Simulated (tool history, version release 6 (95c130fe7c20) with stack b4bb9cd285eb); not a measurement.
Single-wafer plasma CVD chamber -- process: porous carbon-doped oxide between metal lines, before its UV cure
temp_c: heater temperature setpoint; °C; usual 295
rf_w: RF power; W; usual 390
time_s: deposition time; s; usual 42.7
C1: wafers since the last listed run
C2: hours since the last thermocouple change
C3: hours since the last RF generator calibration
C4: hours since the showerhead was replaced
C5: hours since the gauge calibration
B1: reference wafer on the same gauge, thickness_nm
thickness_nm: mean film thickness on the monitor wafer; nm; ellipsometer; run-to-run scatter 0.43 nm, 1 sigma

run 1 hour=0.0 | temp_c=295 rf_w=390 time_s=42.7 | C1=0 C2=1496.0 C3=813.8 C4=4930.1 C5=1234.5 | B1=147.094 | thickness_nm=173.987
run 2 hour=41.3 | temp_c=295 rf_w=390 time_s=42.7 | C1=916 C2=1537.3 C3=855.1 C4=4971.4 C5=1275.8 | B1=147.149 | thickness_nm=175.446
run 3 hour=136.9 | temp_c=295 rf_w=390 time_s=42.7 | C1=2122 C2=1632.9 C3=950.7 C4=5067.0 C5=1371.4 | B1=146.919 | thickness_nm=175.181
run 4 hour=207.3 | temp_c=295 rf_w=390 time_s=42.7 | C1=1562 C2=1703.3 C3=1021.1 C4=5137.4 C5=1441.8 | B1=146.828 | thickness_nm=174.552
run 5 hour=246.6 | temp_c=288 rf_w=390 time_s=42.7 | C1=872 C2=1742.6 C3=1060.4 C4=5176.7 C5=1481.1 | B1=146.752 | thickness_nm=182.166
run 6 hour=351.0 | temp_c=288 rf_w=390 time_s=42.7 | C1=2317 C2=1847.0 C3=1164.8 C4=5281.1 C5=1585.5 | B1=146.579 | thickness_nm=181.562
run 7 hour=443.4 | temp_c=295 rf_w=390 time_s=42.7 | C1=2050 C2=1939.4 C3=1257.2 C4=5373.5 C5=1677.9 | B1=146.380 | thickness_nm=173.437
run 8 hour=485.4 | temp_c=295 rf_w=390 time_s=42.7 | C1=932 C2=1981.4 C3=1299.2 C4=5415.5 C5=1719.9 | B1=146.458 | thickness_nm=174.070
run 9 hour=581.9 | temp_c=295 rf_w=390 time_s=42.7 | C1=2141 C2=2077.9 C3=1395.7 C4=5512.0 C5=1816.4 | B1=146.101 | thickness_nm=173.309
run 10 hour=674.8 | temp_c=295 rf_w=390 time_s=42.7 | C1=2062 C2=2170.8 C3=1488.6 C4=5604.9 C5=1909.3 | B1=146.045 | thickness_nm=173.727
run 11 hour=723.6 | temp_c=295 rf_w=390 time_s=42.7 | C1=1083 C2=2219.6 C3=1537.4 C4=5653.7 C5=1958.1 | B1=145.871 | thickness_nm=173.267
run 12 hour=812.7 | temp_c=295 rf_w=390 time_s=39.3 | C1=1977 C2=2308.7 C3=1626.5 C4=5742.8 C5=2047.2 | B1=145.686 | thickness_nm=159.828
run 13 hour=884.0 | temp_c=295 rf_w=390 time_s=42.7 | C1=1582 C2=2380.0 C3=1697.8 C4=5814.1 C5=2118.5 | B1=145.583 | thickness_nm=172.485
run 14 hour=969.7 | temp_c=286 rf_w=390 time_s=48.5 | C1=1902 C2=2465.7 C3=1783.5 C4=5899.8 C5=2204.2 | B1=145.296 | thickness_nm=207.183
-- hour=1001.9 thermocouple changed; heater temperature recalibrated
run 15 hour=1037.2 | temp_c=295 rf_w=390 time_s=42.7 | C1=1320 C2=35.3 C3=1851.0 C4=5967.3 C5=2271.7 | B1=145.083 | thickness_nm=172.494
-- hour=1127.9 showerhead replaced
run 16 hour=1247.4 | temp_c=295 rf_w=390 time_s=42.7 | C1=4488 C2=245.5 C3=2061.2 C4=119.5 C5=2481.9 | B1=144.533 | thickness_nm=172.328
run 17 hour=1283.9 | temp_c=295 rf_w=390 time_s=42.7 | C1=810 C2=282.0 C3=2097.7 C4=156.0 C5=2518.4 | B1=144.502 | thickness_nm=172.001
run 18 hour=1389.4 | temp_c=310 rf_w=355 time_s=42.7 | C1=2341 C2=387.5 C3=2203.2 C4=261.5 C5=2623.9 | B1=144.140 | thickness_nm=144.682
run 19 hour=1470.6 | temp_c=304 rf_w=455 time_s=42.7 | C1=1802 C2=468.7 C3=2284.4 C4=342.7 C5=2705.1 | B1=143.967 | thickness_nm=185.126
-- hour=1504.9 gauge calibrated
-- hour=1505.9 RF generator calibrated
run 20 hour=1548.4 | temp_c=282 rf_w=325 time_s=37.2 | C1=1549 C2=546.5 C3=42.5 C4=420.5 C5=43.5 | B1=148.755 | thickness_nm=143.036
run 21 hour=1640.2 | temp_c=307 rf_w=390 time_s=42.7 | C1=2037 C2=638.3 C3=134.3 C4=512.3 C5=135.3 | B1=148.773 | thickness_nm=165.306
run 22 hour=1740.6 | temp_c=289 rf_w=390 time_s=46.4 | C1=2228 C2=738.7 C3=234.7 C4=612.7 C5=235.7 | B1=148.761 | thickness_nm=199.067
run 23 hour=1836.4 | temp_c=295 rf_w=315 time_s=34.4 | C1=2126 C2=834.5 C3=330.5 C4=708.5 C5=331.5 | B1=148.776 | thickness_nm=118.520
run 24 hour=1934.8 | temp_c=283 rf_w=390 time_s=49.8 | C1=2184 C2=932.9 C3=428.9 C4=806.9 C5=429.9 | B1=148.790 | thickness_nm=222.370
run 25 hour=1990.8 | temp_c=284 rf_w=345 time_s=35.2 | C1=1243 C2=988.9 C3=484.9 C4=862.9 C5=485.9 | B1=148.693 | thickness_nm=141.637
run 26 hour=2089.5 | temp_c=288 rf_w=390 time_s=42.7 | C1=2190 C2=1087.6 C3=583.6 C4=961.6 C5=584.6 | B1=148.523 | thickness_nm=184.731
run 27 hour=2134.3 | temp_c=295 rf_w=330 time_s=42.7 | C1=994 C2=1132.4 C3=628.4 C4=1006.4 C5=629.4 | B1=148.573 | thickness_nm=151.780
run 28 hour=2170.7 | temp_c=295 rf_w=390 time_s=42.7 | C1=807 C2=1168.8 C3=664.8 C4=1042.8 C5=665.8 | B1=148.585 | thickness_nm=176.769

Branching from run 28: 3 alternative next runs. What would each branch give?
run A hour=2171.1 | temp_c=295 rf_w=390 time_s=48.8 | C1=8 C2=1169.2 C3=665.2 C4=1043.2 C5=666.2 | B1=? | thickness_nm=?
run B hour=2171.1 | temp_c=295 rf_w=320 time_s=42.7 | C1=8 C2=1169.2 C3=665.2 C4=1043.2 C5=666.2 | B1=? | thickness_nm=?
run C hour=2171.1 | temp_c=295 rf_w=460 time_s=42.7 | C1=8 C2=1169.2 C3=665.2 C4=1043.2 C5=666.2 | B1=? | thickness_nm=?

run=A B1=148.516 thickness_nm=201.770
run=B B1=148.516 thickness_nm=148.769
run=C B1=148.516 thickness_nm=202.891
With the hidden condition removed and each run's random variation left untouched, the same runs would have given:
run=A thickness_nm=202.377
run=B thickness_nm=149.216
run=C thickness_nm=203.501

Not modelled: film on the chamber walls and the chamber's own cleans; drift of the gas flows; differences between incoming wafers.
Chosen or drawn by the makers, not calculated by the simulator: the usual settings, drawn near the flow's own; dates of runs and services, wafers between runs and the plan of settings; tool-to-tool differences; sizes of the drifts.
